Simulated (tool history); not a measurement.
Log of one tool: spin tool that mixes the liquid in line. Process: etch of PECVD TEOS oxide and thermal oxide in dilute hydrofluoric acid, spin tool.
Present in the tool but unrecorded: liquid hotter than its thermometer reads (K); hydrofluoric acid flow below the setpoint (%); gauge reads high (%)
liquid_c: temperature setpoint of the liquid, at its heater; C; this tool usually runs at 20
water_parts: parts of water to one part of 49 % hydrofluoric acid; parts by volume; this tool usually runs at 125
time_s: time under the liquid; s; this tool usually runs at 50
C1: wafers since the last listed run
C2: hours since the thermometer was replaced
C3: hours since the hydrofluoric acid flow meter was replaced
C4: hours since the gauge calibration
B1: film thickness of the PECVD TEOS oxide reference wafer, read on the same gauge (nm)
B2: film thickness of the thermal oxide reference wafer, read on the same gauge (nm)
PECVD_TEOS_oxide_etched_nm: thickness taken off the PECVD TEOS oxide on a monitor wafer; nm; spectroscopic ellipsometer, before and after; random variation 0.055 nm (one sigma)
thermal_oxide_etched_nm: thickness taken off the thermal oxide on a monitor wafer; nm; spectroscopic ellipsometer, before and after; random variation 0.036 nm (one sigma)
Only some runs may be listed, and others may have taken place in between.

Run 1, day 0: usual settings; C1 0; C2 1041.8; C3 1030.1; C4 721.6; B1 130; B2 39.981. Result: PECVD_TEOS_oxide_etched_nm 6.25 nm, thermal_oxide_etched_nm 1.437 nm.
Run 2, day 1.267: usual settings; C1 291; C2 1072.2; C3 1060.5; C4 752; B1 129.99; B2 40. Result: PECVD_TEOS_oxide_etched_nm 6.27 nm, thermal_oxide_etched_nm 1.332 nm.
Run 3, day 2.192: usual settings; C1 213; C2 1094.4; C3 1082.7; C4 774.2; B1 129.98; B2 40.01. Result: PECVD_TEOS_oxide_etched_nm 6.29 nm, thermal_oxide_etched_nm 1.361 nm.
Run 4, day 3.625: usual settings but time_s 60 s; C1 330; C2 1128.8; C3 1117.1; C4 808.6; B1 129.99; B2 40.021. Result: PECVD_TEOS_oxide_etched_nm 7.5 nm, thermal_oxide_etched_nm 1.649 nm.
At day 4.35: gauge calibrated.
Run 5, day 4.421: usual settings but time_s 40 s; C1 183; C2 1147.9; C3 1136.2; C4 1.7; B1 130; B2 40.04. Result: PECVD_TEOS_oxide_etched_nm 5.07 nm, thermal_oxide_etched_nm 1.062 nm.
Run 6, day 5.154: usual settings but liquid_c 17 C; C1 169; C2 1165.5; C3 1153.8; C4 19.3; B1 129.99; B2 40.02. Result: PECVD_TEOS_oxide_etched_nm 5.58 nm, thermal_oxide_etched_nm 1.151 nm.
Run 7, day 5.879: usual settings but liquid_c 23.5 C, water_parts 75 parts by volume, time_s 75 s; C1 167; C2 1182.9; C3 1171.2; C4 36.7; B1 130; B2 40.006. Result: PECVD_TEOS_oxide_etched_nm 19.3 nm, thermal_oxide_etched_nm 4.23 nm.
Run 8, day 6.5: usual settings but liquid_c 23 C, water_parts 165 parts by volume, time_s 80 s; C1 143; C2 1197.8; C3 1186.1; C4 51.6; B1 130.01; B2 39.993. Result: PECVD_TEOS_oxide_etched_nm 8.09 nm, thermal_oxide_etched_nm 1.818 nm.
Run 9, day 7.054: usual settings but liquid_c 23.5 C, water_parts 75 parts by volume, time_s 75 s; C1 127; C2 1211.1; C3 1199.4; C4 64.9; B1 129.99; B2 39.985. Result: PECVD_TEOS_oxide_etched_nm 19.26 nm, thermal_oxide_etched_nm 4.255 nm.
Run 10, day 7.779: usual settings but liquid_c 18 C, time_s 60 s; C1 167; C2 1228.5; C3 1216.8; C4 82.3; B1 130.01; B2 40.006. Result: PECVD_TEOS_oxide_etched_nm 6.93 nm, thermal_oxide_etched_nm 1.478 nm.
Run 11, day 8.829: usual settings but time_s 30 s; C1 241; C2 1253.7; C3 1242; C4 107.5; B1 130.01; B2 39.994. Result: PECVD_TEOS_oxide_etched_nm 3.73 nm, thermal_oxide_etched_nm 0.785 nm.
At day 9.858: thermometer replaced.
Run 12, day 9.954: usual settings but liquid_c 17 C, water_parts 100 parts by volume, time_s 25 s; C1 249; C2 2.3; C3 1269; C4 134.5; B1 129.98; B2 40.03. Result: PECVD_TEOS_oxide_etched_nm 3.51 nm, thermal_oxide_etched_nm 0.763 nm.
Run 13, day 10.592: usual settings; C1 146; C2 17.6; C3 1284.3; C4 149.8; B1 130; B2 39.979. Result: PECVD_TEOS_oxide_etched_nm 6.19 nm, thermal_oxide_etched_nm 1.332 nm.
Run 14, day 11.754: usual settings but liquid_c 17.5 C, time_s 35 s; C1 267; C2 45.5; C3 1312.2; C4 177.7; B1 129.99; B2 39.968. Result: PECVD_TEOS_oxide_etched_nm 3.95 nm, thermal_oxide_etched_nm 0.831 nm.
At day 12.108: hydrofluoric acid flow meter replaced.
Run 15, day 13.221: usual settings but liquid_c 23 C, water_parts 170 parts by volume, time_s 40 s; C1 328; C2 80.7; C3 26.7; C4 212.9; B1 130.02; B2 39.971. Result: PECVD_TEOS_oxide_etched_nm 4.22 nm, thermal_oxide_etched_nm 0.928 nm.
Run 16, day 14.117: usual settings but liquid_c 17 C, water_parts 85 parts by volume, time_s 25 s; C1 206; C2 102.2; C3 48.2; C4 234.4; B1 129.99; B2 40.013. Result: PECVD_TEOS_oxide_etched_nm 4.61 nm, thermal_oxide_etched_nm 1.025 nm.
Run 17, day 14.762: usual settings but water_parts 155 parts by volume; C1 148; C2 117.7; C3 63.7; C4 249.9; B1 130.01; B2 39.984. Result: PECVD_TEOS_oxide_etched_nm 5.27 nm, thermal_oxide_etched_nm 1.141 nm.
Run 18, day 15.7: usual settings but liquid_c 18 C, time_s 20 s; C1 216; C2 140.2; C3 86.2; C4 272.4; B1 129.99; B2 40.005. Result: PECVD_TEOS_oxide_etched_nm 2.5 nm, thermal_oxide_etched_nm 0.524 nm.
Run 19, day 16.896: usual settings but time_s 80 s; C1 275; C2 168.9; C3 114.9; C4 301.1; B1 130.03; B2 40.02. Result: PECVD_TEOS_oxide_etched_nm 10.86 nm, thermal_oxide_etched_nm 2.395 nm.
Run 20, day 19.838: usual settings but liquid_c 24.5 C; C1 677; C2 239.5; C3 185.5; C4 371.7; B1 130; B2 39.991. Result: PECVD_TEOS_oxide_etched_nm 8.07 nm, thermal_oxide_etched_nm 1.771 nm.
Run 21, day 20.758: usual settings but liquid_c 18.5 C, water_parts 175 parts by volume, time_s 60 s; C1 212; C2 261.6; C3 207.6; C4 393.8; B1 130.02; B2 39.988. Result: PECVD_TEOS_oxide_etched_nm 5.2 nm, thermal_oxide_etched_nm 1.135 nm.
Run 22, day 21.833: usual settings; C1 247; C2 287.4; C3 233.4; C4 419.6; B1 130; B2 40.007. Result: PECVD_TEOS_oxide_etched_nm 6.77 nm, thermal_oxide_etched_nm 1.369 nm.
Run 23, day 22.467: usual settings but water_parts 180 parts by volume, time_s 25 s; C1 145; C2 302.6; C3 248.6; C4 434.8; B1 130; B2 40.001. Result: PECVD_TEOS_oxide_etched_nm 2.19 nm, thermal_oxide_etched_nm 0.468 nm.
Run 24, day 23.746: usual settings but liquid_c 24.5 C; C1 294; C2 333.3; C3 279.3; C4 465.5; B1 130.01; B2 40.005. Result: PECVD_TEOS_oxide_etched_nm 7.96 nm, thermal_oxide_etched_nm 1.782 nm.
Run 25, day 25.233: usual settings; C1 342; C2 369; C3 315; C4 501.2; B1 130; B2 40.032. Result: PECVD_TEOS_oxide_etched_nm 6.62 nm, thermal_oxide_etched_nm 1.466 nm.

Branching from run 25: 5 alternative next runs. What would each branch give?
Run A, day 25.25: usual settings; C1 3; C2 369.4; C3 315.4; C4 501.6; B1 ?; B2 ?. Result: PECVD_TEOS_oxide_etched_nm ?, thermal_oxide_etched_nm ?.
Run B, day 25.25: usual settings but liquid_c 23 C, water_parts 100 parts by volume, time_s 30 s; C1 3; C2 369.4; C3 315.4; C4 501.6; B1 ?; B2 ?. Result: PECVD_TEOS_oxide_etched_nm ?, thermal_oxide_etched_nm ?.
Run C, day 25.25: usual settings but time_s 25 s; C1 3; C2 369.4; C3 315.4; C4 501.6; B1 ?; B2 ?. Result: PECVD_TEOS_oxide_etched_nm ?, thermal_oxide_etched_nm ?.
Run D, day 25.25: usual settings but liquid_c 25 C, time_s 25 s; C1 3; C2 369.4; C3 315.4; C4 501.6; B1 ?; B2 ?. Result: PECVD_TEOS_oxide_etched_nm ?, thermal_oxide_etched_nm ?.
Run E, day 25.25: usual settings but water_parts 140 parts by volume, time_s 60 s; C1 3; C2 369.4; C3 315.4; C4 501.6; B1 ?; B2 ?. Result: PECVD_TEOS_oxide_etched_nm ?, thermal_oxide_etched_nm ?.

run   B1      B2  PECVD_TEOS_oxide_etched_nm  thermal_oxide_etched_nm
  A  130  39.991                        6.63                    1.408
  B  130  39.991                        5.77                    1.226
  C  130  39.991                        3.31                    0.704
  D  130  39.991                        4.03                    0.857
  E  130  39.991                        6.99                    1.484
Had the tool no hidden state, the same runs would have come out as:
run  PECVD_TEOS_oxide_etched_nm  thermal_oxide_etched_nm
  A                        6.78                    1.441
  B                         5.9                    1.255
  C                        3.39                    0.721
  D                        4.13                    0.878
  E                        7.15                     1.52

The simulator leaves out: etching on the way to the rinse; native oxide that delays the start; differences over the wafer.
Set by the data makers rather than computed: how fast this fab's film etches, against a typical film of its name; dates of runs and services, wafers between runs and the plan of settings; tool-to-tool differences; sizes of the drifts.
